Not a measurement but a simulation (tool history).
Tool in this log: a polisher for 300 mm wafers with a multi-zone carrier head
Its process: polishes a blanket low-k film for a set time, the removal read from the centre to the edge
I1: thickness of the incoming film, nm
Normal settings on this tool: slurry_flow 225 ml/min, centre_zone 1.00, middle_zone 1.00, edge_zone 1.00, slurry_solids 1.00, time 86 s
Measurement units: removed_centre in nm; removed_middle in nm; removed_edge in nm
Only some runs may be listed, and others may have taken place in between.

Run 1, hour 0.0: usual settings; I1 389.6. Result: removed_centre 41.8 nm, removed_middle 38.7 nm, removed_edge 38.2 nm.
At hour 8.0: centre zone pressure recalibrated.
Run 2, hour 44.4: usual settings; I1 386.4. Result: removed_centre 39.3 nm, removed_middle 38.6 nm, removed_edge 38.8 nm.
Run 3, hour 71.1: usual settings; I1 399.2. Result: removed_centre 39.2 nm, removed_middle 38.6 nm, removed_edge 38.1 nm.
At hour 107.6: worn pad replaced by a new one.
At hour 119.4: edge zone pressure recalibrated.
Run 4, hour 122.3: usual settings; I1 387.8. Result: removed_centre 38.5 nm, removed_middle 39.2 nm, removed_edge 37.6 nm.
Run 5, hour 147.2: usual settings; I1 391.7. Result: removed_centre 39.8 nm, removed_middle 38.6 nm, removed_edge 38.1 nm.
Run 6, hour 202.0: usual settings; I1 387.6. Result: removed_centre 39.5 nm, removed_middle 38.3 nm, removed_edge 37.6 nm.
At hour 237.7: slurry nozzle cleaned.
Run 7, hour 252.1: usual settings; I1 381.9. Result: removed_centre 40.3 nm, removed_middle 38.2 nm, removed_edge 38.6 nm.
Run 8, hour 315.9: usual settings but centre_zone 0.95; I1 387.4. Result: removed_centre 38.9 nm, removed_middle 39.1 nm, removed_edge 38.0 nm.
At hour 336.2: worn pad replaced by a new one.
At hour 360.3: centre zone pressure recalibrated.
Run 9, hour 362.9: usual settings but edge_zone 0.94, slurry_solids 1.10, time 101 s; I1 387.3. Result: removed_centre 46.8 nm, removed_middle 47.2 nm, removed_edge 45.5 nm.
Run 10, hour 414.0: usual settings but slurry_flow 155 ml/min, centre_zone 1.03, middle_zone 0.93, time 57 s; I1 385.7. Result: removed_centre 24.3 nm, removed_middle 22.8 nm, removed_edge 24.1 nm.
Run 11, hour 456.3: usual settings but edge_zone 0.90, time 94 s; I1 382.9. Result: removed_centre 42.1 nm, removed_middle 42.7 nm, removed_edge 39.9 nm.
Run 12, hour 500.3: usual settings but slurry_solids 1.15; I1 387.5. Result: removed_centre 41.6 nm, removed_middle 41.3 nm, removed_edge 41.3 nm.
Run 13, hour 526.3: usual settings but slurry_flow 285 ml/min, slurry_solids 1.20, time 66 s; I1 395.2. Result: removed_centre 34.1 nm, removed_middle 33.1 nm, removed_edge 33.0 nm.
Run 14, hour 558.1: usual settings but centre_zone 0.93, edge_zone 1.03, slurry_solids 1.30; I1 389.6. Result: removed_centre 42.6 nm, removed_middle 44.2 nm, removed_edge 44.7 nm.
At hour 576.6: carrier head's membrane replaced by a new one.
Run 15, hour 602.3: usual settings but slurry_flow 285 ml/min, slurry_solids 1.20, time 66 s; I1 389.1. Result: removed_centre 34.3 nm, removed_middle 33.3 nm, removed_edge 33.2 nm.
At hour 628.3: worn pad replaced by a new one.
Run 16, hour 633.5: usual settings but slurry_flow 190 ml/min, slurry_solids 1.25; I1 393.1. Result: removed_centre 44.0 nm, removed_middle 41.4 nm, removed_edge 41.7 nm.
Run 17, hour 681.9: usual settings; I1 385.5. Result: removed_centre 39.0 nm, removed_middle 38.5 nm, removed_edge 38.0 nm.
Run 18, hour 724.9: usual settings but centre_zone 1.10, middle_zone 0.94, edge_zone 1.07; I1 387.7. Result: removed_centre 43.8 nm, removed_middle 37.2 nm, removed_edge 40.6 nm.
At hour 776.3: centre zone pressure recalibrated.
Run 19, hour 776.8: usual settings but edge_zone 0.97, time 100 s; I1 392.8. Result: removed_centre 44.6 nm, removed_middle 44.5 nm, removed_edge 43.6 nm.
Run 20, hour 842.1: usual settings; I1 383.3. Result: removed_centre 39.1 nm, removed_middle 37.8 nm, removed_edge 38.4 nm.
Run 21, hour 868.5: usual settings but slurry_flow 170 ml/min, middle_zone 1.10, edge_zone 1.08; I1 386.5. Result: removed_centre 36.8 nm, removed_middle 39.1 nm, removed_edge 39.0 nm.

Forecast each of these 5 alternatives for the next run:
Run A, hour 869.0: usual settings; I1 391.7. Result: removed_centre ?, removed_middle ?, removed_edge ?.
Run B, hour 869.0: usual settings but middle_zone 1.07; I1 391.7. Result: removed_centre ?, removed_middle ?, removed_edge ?.
Run C, hour 869.0: usual settings but slurry_solids 1.25; I1 391.7. Result: removed_centre ?, removed_middle ?, removed_edge ?.
Run D, hour 869.0: usual settings but slurry_flow 205 ml/min, slurry_solids 1.15, time 95 s; I1 391.7. Result: removed_centre ?, removed_middle ?, removed_edge ?.
Run E, hour 869.0: usual settings but time 98 s; I1 391.7. Result: removed_centre ?, removed_middle ?, removed_edge ?.

run  removed_centre  removed_middle  removed_edge
  A            39.2            38.2          38.5
  B            39.2            39.9          38.4
  C            43.7            42.6          42.9
  D            45.7            44.7          45.1
  E            44.7            43.5          43.8
With the hidden condition removed and each run's random variation left untouched, the same runs would have given:
run  removed_centre  removed_middle  removed_edge
  A            38.3            38.2          38.5
  B            38.3            39.9          38.4
  C            42.7            42.6          42.9
  D            44.7            44.7          45.1
  E            43.6            43.5          43.8
